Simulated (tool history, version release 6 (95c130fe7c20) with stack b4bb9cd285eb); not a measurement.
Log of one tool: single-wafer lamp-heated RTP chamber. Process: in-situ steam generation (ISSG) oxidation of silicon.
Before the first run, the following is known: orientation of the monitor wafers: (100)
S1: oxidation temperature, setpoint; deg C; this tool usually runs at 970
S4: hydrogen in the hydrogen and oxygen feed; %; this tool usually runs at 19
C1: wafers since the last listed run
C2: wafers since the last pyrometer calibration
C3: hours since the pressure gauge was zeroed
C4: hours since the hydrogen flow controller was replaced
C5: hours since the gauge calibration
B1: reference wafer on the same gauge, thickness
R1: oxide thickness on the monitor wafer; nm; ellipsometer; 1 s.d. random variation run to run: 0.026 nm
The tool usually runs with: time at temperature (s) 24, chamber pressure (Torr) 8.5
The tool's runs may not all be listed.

run 1 day=0 | S1=970 time_at_temperature_(s)=24 chamber_pressure_(Torr)=8.9 S4=19 | C1=0 C2=1003 C3=964.6 C4=7006 C5=738.5 | B1=5.402 | R1=5.093
run 2 day=4.208 | S1=970 time_at_temperature_(s)=24 chamber_pressure_(Torr)=8.9 S4=19 | C1=791 C2=1794 C3=1065.6 C4=7107 C5=839.5 | B1=5.398 | R1=5.062
run 3 day=7.075 | S1=970 time_at_temperature_(s)=24 chamber_pressure_(Torr)=8.8 S4=23 | C1=538 C2=2333 C3=1134.4 C4=7175.8 C5=908.3 | B1=5.401 | R1=5.294
run 4 day=10.321 | S1=970 time_at_temperature_(s)=24 chamber_pressure_(Torr)=8.8 S4=23 | C1=610 C2=2944 C3=1212.3 C4=7253.7 C5=986.2 | B1=5.393 | R1=5.338
run 5 day=12.088 | S1=970 time_at_temperature_(s)=24 chamber_pressure_(Torr)=8.8 S4=23 | C1=332 C2=3276 C3=1254.7 C4=7296.1 C5=1028.6 | B1=5.403 | R1=5.329
-- day=13.062 pyrometer window cleaned and pyrometer calibrated
run 6 day=14.383 | S1=970 time_at_temperature_(s)=24 chamber_pressure_(Torr)=8.5 S4=19 | C1=368 C2=248 C3=1309.8 C4=7351.2 C5=1083.7 | B1=5.396 | R1=5.127
run 7 day=16.542 | S1=970 time_at_temperature_(s)=24 chamber_pressure_(Torr)=8.5 S4=19 | C1=405 C2=653 C3=1361.6 C4=7403 C5=1135.5 | B1=5.398 | R1=5.12
run 8 day=19.529 | S1=970 time_at_temperature_(s)=24 chamber_pressure_(Torr)=8.5 S4=19 | C1=561 C2=1215 C3=1433.3 C4=7474.7 C5=1207.2 | B1=5.396 | R1=5.108
run 9 day=21.354 | S1=963 time_at_temperature_(s)=24 chamber_pressure_(Torr)=8.5 S4=19 | C1=343 C2=1558 C3=1477.1 C4=7518.5 C5=1251 | B1=5.403 | R1=5.029
-- day=28.012 pyrometer window cleaned and pyrometer calibrated
-- day=32.642 hydrogen flow controller replaced
run 10 day=33.492 | S1=963 time_at_temperature_(s)=24 chamber_pressure_(Torr)=8.5 S4=19 | C1=2156 C2=967 C3=1768.4 C4=20.4 C5=1542.3 | B1=5.4 | R1=5.009
run 11 day=36.471 | S1=963 time_at_temperature_(s)=24 chamber_pressure_(Torr)=8.5 S4=19 | C1=560 C2=1527 C3=1839.9 C4=91.9 C5=1613.8 | B1=5.398 | R1=5.032
-- day=47.829 pyrometer window cleaned and pyrometer calibrated
run 12 day=48.375 | S1=970 time_at_temperature_(s)=26 chamber_pressure_(Torr)=8.5 S4=19 | C1=2175 C2=102 C3=2125.6 C4=377.6 C5=1899.5 | B1=5.399 | R1=5.286
run 13 day=52.567 | S1=954 time_at_temperature_(s)=24 chamber_pressure_(Torr)=8.5 S4=19 | C1=787 C2=890 C3=2226.2 C4=478.2 C5=2000.1 | B1=5.406 | R1=4.87
run 14 day=54.183 | S1=979 time_at_temperature_(s)=24 chamber_pressure_(Torr)=8.5 S4=19 | C1=303 C2=1194 C3=2265 C4=517 C5=2038.9 | B1=5.401 | R1=5.29
run 15 day=58.162 | S1=958 time_at_temperature_(s)=24 chamber_pressure_(Torr)=8.5 S4=11 | C1=748 C2=1942 C3=2360.5 C4=612.5 C5=2134.4 | B1=5.396 | R1=4.392
-- day=60.938 gauge calibrated
-- day=61.046 pressure gauge zeroed
run 16 day=61.321 | S1=961 time_at_temperature_(s)=17 chamber_pressure_(Torr)=8.5 S4=19 | C1=531 C2=2473 C3=6.6 C4=688.3 C5=9.2 | B1=5.405 | R1=4.335
-- day=64.962 pyrometer window cleaned and pyrometer calibrated
run 17 day=65.204 | S1=970 time_at_temperature_(s)=24 chamber_pressure_(Torr)=8.5 S4=19 | C1=667 C2=45 C3=99.8 C4=781.5 C5=102.4 | B1=5.397 | R1=5.14
run 18 day=69.179 | S1=970 time_at_temperature_(s)=18 chamber_pressure_(Torr)=8.5 S4=19 | C1=747 C2=792 C3=195.2 C4=876.9 C5=197.8 | B1=5.4 | R1=4.495
run 19 day=72.308 | S1=970 time_at_temperature_(s)=24 chamber_pressure_(Torr)=8.5 S4=19 | C1=588 C2=1380 C3=270.3 C4=952 C5=272.9 | B1=5.398 | R1=5.129
run 20 day=74.112 | S1=970 time_at_temperature_(s)=24 chamber_pressure_(Torr)=8.1 S4=27 | C1=339 C2=1720 C3=313.6 C4=995.3 C5=316.2 | B1=5.393 | R1=5.571
run 21 day=75.738 | S1=970 time_at_temperature_(s)=21 chamber_pressure_(Torr)=8.5 S4=27 | C1=305 C2=2025 C3=352.6 C4=1034.3 C5=355.2 | B1=5.401 | R1=5.202
run 22 day=78.046 | S1=970 time_at_temperature_(s)=24 chamber_pressure_(Torr)=8.5 S4=19 | C1=433 C2=2459 C3=408 C4=1089.7 C5=410.6 | B1=5.402 | R1=5.059
-- day=81.179 pyrometer window cleaned and pyrometer calibrated
run 23 day=81.712 | S1=970 time_at_temperature_(s)=24 chamber_pressure_(Torr)=8.5 S4=19 | C1=626 C2=100 C3=496 C4=1177.7 C5=498.6 | B1=5.396 | R1=5.091
run 24 day=84.092 | S1=970 time_at_temperature_(s)=24 chamber_pressure_(Torr)=8.5 S4=28 | C1=447 C2=547 C3=553.1 C4=1234.8 C5=555.7 | B1=5.4 | R1=5.606

List, for all runs, the conditions of the tool that the log does not record:
true wafer temperature minus pyrometer reading, K: 0 in every run
true pressure minus gauge reading, Torr: 0 in every run
deviation of the hydrogen flow from its setpoint, %: 0 in every run
gauge reads high (%): 0 in every run
